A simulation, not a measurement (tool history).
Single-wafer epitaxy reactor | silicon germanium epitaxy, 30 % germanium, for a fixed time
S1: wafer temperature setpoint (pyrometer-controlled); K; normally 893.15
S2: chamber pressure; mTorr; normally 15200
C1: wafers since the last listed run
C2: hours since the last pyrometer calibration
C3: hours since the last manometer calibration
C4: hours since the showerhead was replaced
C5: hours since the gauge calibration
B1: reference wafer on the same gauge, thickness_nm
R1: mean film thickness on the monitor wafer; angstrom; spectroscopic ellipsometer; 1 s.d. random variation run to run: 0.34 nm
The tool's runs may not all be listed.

{"run": 1, "day": 0.0, "S1": 893.15, "S2": 15200, "C1": 0, "C2": 58.3, "C3": 345.4, "C4": 7610.5, "C5": 447.0, "B1": 75.883, "R1": 722.99}
{"run": 2, "day": 2.938, "S1": 893.15, "S2": 15200, "C1": 1125, "C2": 128.8, "C3": 415.9, "C4": 7681.0, "C5": 517.5, "B1": 75.964, "R1": 723.85}
{"run": 3, "day": 4.888, "S1": 893.15, "S2": 15200, "C1": 747, "C2": 175.6, "C3": 462.7, "C4": 7727.8, "C5": 564.3, "B1": 75.667, "R1": 723.75}
{"run": 4, "day": 6.962, "S1": 893.15, "S2": 16200, "C1": 794, "C2": 225.4, "C3": 512.5, "C4": 7777.6, "C5": 614.1, "B1": 75.83, "R1": 744.09}
{"run": 5, "day": 8.817, "S1": 893.15, "S2": 16200, "C1": 710, "C2": 269.9, "C3": 557.0, "C4": 7822.1, "C5": 658.6, "B1": 75.875, "R1": 743.59}
{"run": 6, "day": 11.792, "S1": 893.15, "S2": 15200, "C1": 1139, "C2": 341.3, "C3": 628.4, "C4": 7893.5, "C5": 730.0, "B1": 75.861, "R1": 738.9}
{"run": 7, "day": 13.021, "S1": 893.15, "S2": 15200, "C1": 470, "C2": 370.8, "C3": 657.9, "C4": 7923.0, "C5": 759.5, "B1": 75.874, "R1": 730.43}
{"day": 16.354, "done": "gauge calibrated"}
{"run": 8, "day": 21.971, "S1": 893.15, "S2": 15200, "C1": 3428, "C2": 585.6, "C3": 872.7, "C4": 8137.8, "C5": 134.8, "B1": 75.824, "R1": 750.29}
{"day": 24.154, "done": "capacitance manometer re-zeroed and calibrated"}
{"run": 9, "day": 24.175, "S1": 893.15, "S2": 15200, "C1": 716, "C2": 638.5, "C3": 0.5, "C4": 8190.7, "C5": 187.7, "B1": 75.844, "R1": 754.11}
{"day": 32.508, "done": "showerhead replaced"}
{"run": 10, "day": 32.988, "S1": 893.15, "S2": 15200, "C1": 3248, "C2": 850.0, "C3": 212.0, "C4": 11.5, "C5": 399.2, "B1": 75.768, "R1": 763.23}
{"run": 11, "day": 34.0, "S1": 889.15, "S2": 12300, "C1": 387, "C2": 874.3, "C3": 236.3, "C4": 35.8, "C5": 423.5, "B1": 75.769, "R1": 669.19}
{"run": 12, "day": 35.392, "S1": 906.15, "S2": 13600, "C1": 533, "C2": 907.7, "C3": 269.7, "C4": 69.2, "C5": 456.9, "B1": 75.997, "R1": 952.31}
{"run": 13, "day": 36.712, "S1": 893.15, "S2": 17500, "C1": 506, "C2": 939.4, "C3": 301.4, "C4": 100.9, "C5": 488.6, "B1": 75.913, "R1": 792.22}
{"day": 38.9, "done": "pyrometer calibrated"}
{"run": 14, "day": 39.125, "S1": 883.15, "S2": 17400, "C1": 796, "C2": 5.4, "C3": 359.3, "C4": 158.8, "C5": 546.5, "B1": 75.762, "R1": 613.95}
{"run": 15, "day": 40.242, "S1": 906.15, "S2": 13600, "C1": 427, "C2": 32.2, "C3": 386.1, "C4": 185.6, "C5": 573.3, "B1": 75.835, "R1": 903.69}
{"run": 16, "day": 41.688, "S1": 905.15, "S2": 13500, "C1": 553, "C2": 66.9, "C3": 420.8, "C4": 220.3, "C5": 608.0, "B1": 76.026, "R1": 897.04}
{"run": 17, "day": 44.308, "S1": 883.15, "S2": 17400, "C1": 1004, "C2": 129.8, "C3": 483.7, "C4": 283.2, "C5": 670.9, "B1": 75.846, "R1": 621.23}
{"run": 18, "day": 45.712, "S1": 879.15, "S2": 15200, "C1": 537, "C2": 163.5, "C3": 517.4, "C4": 316.9, "C5": 704.6, "B1": 75.911, "R1": 552.56}

Predict the results of run 19:
{"run": 19, "day": 48.079, "S1": 906.15, "S2": 18700, "C1": 906, "C2": 220.3, "C3": 574.2, "C4": 373.7, "C5": 761.4, "B1": "?", "R1": "?"}

B1: 75.972
R1: 1006.06 angstrom
The same run, on a tool lacking any hidden state, would have yielded R1 993.64 angstrom.
